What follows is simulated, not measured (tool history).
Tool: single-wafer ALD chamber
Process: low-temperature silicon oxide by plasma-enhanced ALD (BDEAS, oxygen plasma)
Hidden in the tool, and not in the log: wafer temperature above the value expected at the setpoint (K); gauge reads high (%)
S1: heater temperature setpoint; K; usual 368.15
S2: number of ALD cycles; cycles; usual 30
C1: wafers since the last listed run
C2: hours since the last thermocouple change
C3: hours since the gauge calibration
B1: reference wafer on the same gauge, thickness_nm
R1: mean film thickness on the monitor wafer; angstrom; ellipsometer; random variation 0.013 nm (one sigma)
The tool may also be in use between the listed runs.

run	hour	S1	S2	C1	C2	C3	B1	R1
1	0.0	368.15	30	0	686.3	990.1	3.273	40.17
2	51.6	368.15	30	451	737.9	1041.7	3.270	40.35
3	101.9	368.15	30	440	788.2	1092.0	3.268	40.43
4	169.9	368.15	30	595	856.2	1160.0	3.269	40.16
5	251.8	368.15	30	716	938.1	1241.9	3.270	40.47
6	353.1	368.15	30	886	1039.4	1343.2	3.269	40.46
7	393.8	368.15	30	356	1080.1	1383.9	3.270	39.95
8	484.7	368.15	30	795	1171.0	1474.8	3.272	40.01
9	576.4	368.15	30	802	1262.7	1566.5	3.269	40.15
10	674.6	368.15	30	859	1360.9	1664.7	3.267	40.11
11	765.2	362.15	34	793	1451.5	1755.3	3.272	46.58
12	844.5	362.15	34	694	1530.8	1834.6	3.269	46.45
13	892.6	364.15	30	421	1578.9	1882.7	3.273	40.49
14	937.5	364.15	30	393	1623.8	1927.6	3.270	40.57
15	1007.4	368.15	31	611	1693.7	1997.5	3.272	41.19
16	1213.5	368.15	30	1803	1899.8	2203.6	3.273	39.65
17	1260.4	362.15	28	410	1946.7	2250.5	3.268	38.08
18	1308.2	362.15	28	418	1994.5	2298.3	3.271	37.88
19	1446.2	368.15	27	1207	2132.5	2436.3	3.271	35.81
# hour 1460.0: thermocouple changed; heater temperature recalibrated
# hour 1498.8: gauge calibrated
20	1502.1	368.15	27	419	42.1	3.3	3.271	35.66
21	1569.2	355.15	30	587	109.2	70.4	3.271	41.35
22	1649.1	358.15	34	699	189.1	150.3	3.270	46.56
23	1689.9	372.15	26	357	229.9	191.1	3.269	34.17
24	1778.8	368.15	30	778	318.8	280.0	3.269	39.59
25	1830.8	368.15	30	455	370.8	332.0	3.270	39.44
26	1949.2	358.15	30	1036	489.2	450.4	3.269	40.96
27	2000.1	354.15	28	445	540.1	501.3	3.270	38.71
28	2069.8	368.15	34	610	609.8	571.0	3.271	44.74
29	2114.5	380.15	25	391	654.5	615.7	3.273	31.96
# hour 2140.1: thermocouple changed; heater temperature recalibrated, repeated, since the last time left the tool worse
30	2195.5	379.15	28	638	55.4	696.7	3.268	36.59
31	2236.0	356.15	33	354	95.9	737.2	3.271	46.56
32	2274.4	355.15	27	336	134.3	775.6	3.267	38.08
33	2332.2	378.15	26	505	192.1	833.4	3.268	33.95
34	2406.7	353.15	33	652	266.6	907.9	3.271	47.18
35	2460.5	363.15	30	470	320.4	961.7	3.269	41.33
36	2558.9	368.15	30	861	418.8	1060.1	3.269	40.23
37	2614.8	368.15	30	489	474.7	1116.0	3.269	40.33
38	2656.7	356.15	34	366	516.6	1157.9	3.272	47.81
39	2694.7	363.15	35	332	554.6	1195.9	3.272	48.14
40	2783.0	379.15	27	772	642.9	1284.2	3.269	35.30
41	2893.6	368.15	35	968	753.5	1394.8	3.269	46.98

3 ways to go on from here, each from the tool as it stands after run 41. What would each give?
A	2894.1	368.15	30	4	754.0	1395.3	?	?
B	2894.1	374.15	34	4	754.0	1395.3	?	?
C	2894.1	375.15	33	4	754.0	1395.3	?	?

run	B1	R1
A	3.271	40.18
B	3.271	44.72
C	3.271	43.31
Without the tool's hidden state the same runs would have given:
run	R1
A	40.42
B	44.85
C	43.44

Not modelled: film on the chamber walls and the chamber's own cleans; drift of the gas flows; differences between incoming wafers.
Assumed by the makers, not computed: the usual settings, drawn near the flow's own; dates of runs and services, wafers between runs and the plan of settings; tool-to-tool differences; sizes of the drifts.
